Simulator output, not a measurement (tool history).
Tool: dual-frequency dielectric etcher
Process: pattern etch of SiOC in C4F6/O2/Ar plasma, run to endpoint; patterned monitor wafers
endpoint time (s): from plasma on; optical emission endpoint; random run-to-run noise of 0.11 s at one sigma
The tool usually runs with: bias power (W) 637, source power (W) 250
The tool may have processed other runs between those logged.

run     day  bias power (W)  source power (W)  wafers since the last listed run  hours since the last wet clean  hours since the last bias power generator calibration  hours since the last source power generator calibration  hours since the last upper electrode change  incoming incoming film thickness, nm  endpoint time (s)
  1       0             737               210                                 0                           226.7                                                 2016.1                                                     3517                                       4461.6                                 40.17               14.1
  2   1.142             737               210                               358                           254.1                                                 2043.5                                                   3544.4                                         4489                                 39.62               13.8
  3   1.842             637               230                               219                           270.9                                                 2060.3                                                   3561.2                                       4505.8                                 39.54               14.6
  4     3.1             677               250                               395                           301.1                                                 2090.5                                                   3591.4                                         4536                                 39.15               13.6
  5   4.521             677               250                               446                           335.2                                                 2124.6                                                   3625.5                                       4570.1                                 39.74               13.8
  6   5.804             677               250                               402                             366                                                 2155.4                                                   3656.3                                       4600.9                                 39.77               13.6
  7     6.4             637               250                               187                           380.3                                                 2169.7                                                   3670.6                                       4615.2                                 39.62               13.9
  8   7.796             637               250                               438                           413.8                                                 2203.2                                                   3704.1                                       4648.7                                 39.96               13.9
  9   8.462             589               280                               209                           429.8                                                 2219.2                                                   3720.1                                       4664.7                                 39.56               14.2
 10   9.312             589               280                               266                           450.2                                                 2239.6                                                   3740.5                                       4685.1                                 39.55                 14
     10.258  -- source power generator calibrated
 11  10.596             589               280                               350                             481                                                 2270.4                                                      8.1                                       4715.9                                 39.35                 14
 12  14.325             637               250                              1170                           570.5                                                 2359.9                                                     97.6                                       4805.4                                 39.67               14.1
     14.642  -- bias power generator calibrated
 13  15.083             556               280                               185                           588.7                                                   10.6                                                    115.8                                       4823.6                                 39.57               14.5
 14  15.917             496               270                               261                           608.7                                                   30.6                                                    135.8                                       4843.6                                 39.56               15.6
 15  17.167             743               250                               392                           638.7                                                   60.6                                                    165.8                                       4873.6                                 39.92               12.7
     18.396  -- wet clean of the chamber
 16  18.417             549               290                                78                             0.5                                                   90.6                                                    195.8                                       4903.6                                 39.97               15.2
     19.679  -- upper electrode replaced
 17    19.7             737               210                                88                            31.3                                                  121.4                                                    226.6                                          0.5                                 39.32               13.8
 18  20.179             763               270                               150                            42.8                                                  132.9                                                    238.1                                           12                                 39.54               12.7
 19  21.192             637               250                               317                            67.1                                                  157.2                                                    262.4                                         36.3                                 40.17               14.6
 20  21.775             481               230                               183                            81.1                                                  171.2                                                    276.4                                         50.3                                 39.62               17.4
 21  22.938             561               280                               365                             109                                                  199.1                                                    304.3                                         78.2                                 39.84               14.7
 22  24.217             705               220                               401                           139.7                                                  229.8                                                      335                                        108.9                                 39.98                 14
 23  25.162             637               250                               296                           162.4                                                  252.5                                                    357.7                                        131.6                                 39.61                 14

Consider 4 possible next runs. They are alternatives, not a sequence: every one starts from the tool as it was left by run 23. What does each give?
  A  25.179             637               210                                 5                           162.8                                                  252.9                                                    358.1                                          132                                 39.64                  ?
  B  25.179             730               200                                 5                           162.8                                                  252.9                                                    358.1                                          132                                 39.64                  ?
  C  25.179             710               200                                 5                           162.8                                                  252.9                                                    358.1                                          132                                 39.64                  ?
  D  25.179             637               300                                 5                           162.8                                                  252.9                                                    358.1                                          132                                 39.64                  ?

run  endpoint time (s)
  A               14.8
  B               13.9
  C               14.1
  D               13.3
Take away the tool's hidden state, keep each run's random variation, and the runs would have read:
run  endpoint time (s)
  A               14.9
  B                 14
  C               14.2
  D               13.4
